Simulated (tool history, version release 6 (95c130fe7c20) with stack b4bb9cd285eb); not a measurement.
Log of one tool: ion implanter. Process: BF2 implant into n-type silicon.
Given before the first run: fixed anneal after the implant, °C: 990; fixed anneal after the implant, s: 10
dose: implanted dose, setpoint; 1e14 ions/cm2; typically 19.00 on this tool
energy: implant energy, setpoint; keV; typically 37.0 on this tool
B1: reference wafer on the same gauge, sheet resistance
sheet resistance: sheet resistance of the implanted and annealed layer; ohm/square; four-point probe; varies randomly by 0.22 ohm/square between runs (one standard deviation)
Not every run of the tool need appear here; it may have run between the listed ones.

{"run": 1, "day": 0.0, "dose": 19.0, "energy": 37.0, "B1": 162.9, "sheet resistance": 141.75}
{"run": 2, "day": 0.588, "dose": 19.0, "energy": 42.5, "B1": 162.96, "sheet resistance": 130.49}
{"run": 3, "day": 1.879, "dose": 19.0, "energy": 42.5, "B1": 163.01, "sheet resistance": 130.62}
{"run": 4, "day": 2.675, "dose": 19.0, "energy": 37.0, "B1": 162.98, "sheet resistance": 141.83}
{"run": 5, "day": 3.483, "dose": 19.0, "energy": 37.0, "B1": 163.01, "sheet resistance": 141.61}
{"run": 6, "day": 4.283, "dose": 19.0, "energy": 37.0, "B1": 162.96, "sheet resistance": 141.43}
{"run": 7, "day": 5.696, "dose": 19.0, "energy": 37.0, "B1": 162.97, "sheet resistance": 141.85}
{"run": 8, "day": 7.121, "dose": 19.0, "energy": 37.0, "B1": 163.08, "sheet resistance": 141.46}
{"run": 9, "day": 7.967, "dose": 19.0, "energy": 37.0, "B1": 162.98, "sheet resistance": 141.71}
{"run": 10, "day": 8.921, "dose": 23.09, "energy": 37.0, "B1": 162.91, "sheet resistance": 138.73}
{"run": 11, "day": 10.108, "dose": 23.09, "energy": 37.0, "B1": 162.87, "sheet resistance": 138.86}
{"run": 12, "day": 11.054, "dose": 23.09, "energy": 37.0, "B1": 163.03, "sheet resistance": 138.67}
{"run": 13, "day": 12.067, "dose": 19.0, "energy": 37.0, "B1": 162.97, "sheet resistance": 141.68}
{"day": 13.762, "done": "Faraday cup replaced and dose calibrated"}
{"run": 14, "day": 14.262, "dose": 19.0, "energy": 37.0, "B1": 162.95, "sheet resistance": 141.86}
{"run": 15, "day": 15.596, "dose": 15.31, "energy": 26.0, "B1": 162.98, "sheet resistance": 178.86}
{"day": 16.592, "done": "extraction supply calibrated"}
{"run": 16, "day": 17.079, "dose": 19.0, "energy": 30.5, "B1": 162.97, "sheet resistance": 162.29}
{"run": 17, "day": 17.675, "dose": 22.5, "energy": 41.5, "B1": 162.98, "sheet resistance": 133.15}
{"run": 18, "day": 18.579, "dose": 19.0, "energy": 37.0, "B1": 163.06, "sheet resistance": 145.0}
{"run": 19, "day": 19.538, "dose": 19.0, "energy": 37.0, "B1": 163.0, "sheet resistance": 145.07}
{"run": 20, "day": 20.446, "dose": 15.65, "energy": 26.0, "B1": 163.05, "sheet resistance": 182.77}
{"run": 21, "day": 21.558, "dose": 19.0, "energy": 37.0, "B1": 163.03, "sheet resistance": 144.9}
{"run": 22, "day": 22.275, "dose": 19.0, "energy": 37.0, "B1": 162.93, "sheet resistance": 144.45}
{"run": 23, "day": 22.979, "dose": 13.79, "energy": 46.0, "B1": 162.97, "sheet resistance": 134.78}
{"day": 23.417, "done": "gauge calibrated"}
{"run": 24, "day": 24.05, "dose": 19.0, "energy": 49.5, "B1": 163.03, "sheet resistance": 121.71}
{"run": 25, "day": 25.117, "dose": 23.24, "energy": 30.5, "B1": 162.95, "sheet resistance": 158.89}
{"run": 26, "day": 26.821, "dose": 19.0, "energy": 37.0, "B1": 162.99, "sheet resistance": 145.16}
{"run": 27, "day": 29.529, "dose": 19.0, "energy": 50.0, "B1": 162.95, "sheet resistance": 120.85}
{"run": 28, "day": 30.362, "dose": 15.95, "energy": 42.5, "B1": 162.93, "sheet resistance": 136.63}
{"run": 29, "day": 31.138, "dose": 17.42, "energy": 46.0, "B1": 163.13, "sheet resistance": 128.33}
{"run": 30, "day": 32.8, "dose": 23.09, "energy": 37.0, "B1": 163.04, "sheet resistance": 141.49}
{"run": 31, "day": 33.4, "dose": 15.92, "energy": 42.0, "B1": 163.01, "sheet resistance": 137.24}
{"run": 32, "day": 34.6, "dose": 20.88, "energy": 31.0, "B1": 163.02, "sheet resistance": 158.48}
{"run": 33, "day": 35.683, "dose": 21.86, "energy": 45.0, "B1": 163.07, "sheet resistance": 126.09}
{"run": 34, "day": 36.496, "dose": 15.2, "energy": 28.5, "B1": 162.94, "sheet resistance": 172.54}
{"run": 35, "day": 38.508, "dose": 24.38, "energy": 25.0, "B1": 163.04, "sheet resistance": 176.17}
{"run": 36, "day": 39.771, "dose": 24.45, "energy": 46.5, "B1": 163.04, "sheet resistance": 122.06}
{"run": 37, "day": 41.054, "dose": 24.17, "energy": 48.0, "B1": 163.04, "sheet resistance": 120.0}

4 ways to go on from here, each from the tool as it stands after run 37. What would each give?
{"run": "A", "day": 41.071, "dose": 19.0, "energy": 31.5, "B1": "?", "sheet resistance": "?"}
{"run": "B", "day": 41.071, "dose": 24.59, "energy": 26.0, "B1": "?", "sheet resistance": "?"}
{"run": "C", "day": 41.071, "dose": 20.98, "energy": 40.5, "B1": "?", "sheet resistance": "?"}
{"run": "D", "day": 41.071, "dose": 14.23, "energy": 43.0, "B1": "?", "sheet resistance": "?"}

run=A B1=163.04 sheet_resistance=158.32
run=B B1=163.04 sheet_resistance=172.24
run=C B1=163.04 sheet_resistance=134.90
run=D B1=163.04 sheet_resistance=138.26
Had the tool no hidden state, the same runs would have come out as:
run=A sheet_resistance=159.47
run=B sheet_resistance=173.45
run=C sheet_resistance=135.90
run=D sheet_resistance=139.20

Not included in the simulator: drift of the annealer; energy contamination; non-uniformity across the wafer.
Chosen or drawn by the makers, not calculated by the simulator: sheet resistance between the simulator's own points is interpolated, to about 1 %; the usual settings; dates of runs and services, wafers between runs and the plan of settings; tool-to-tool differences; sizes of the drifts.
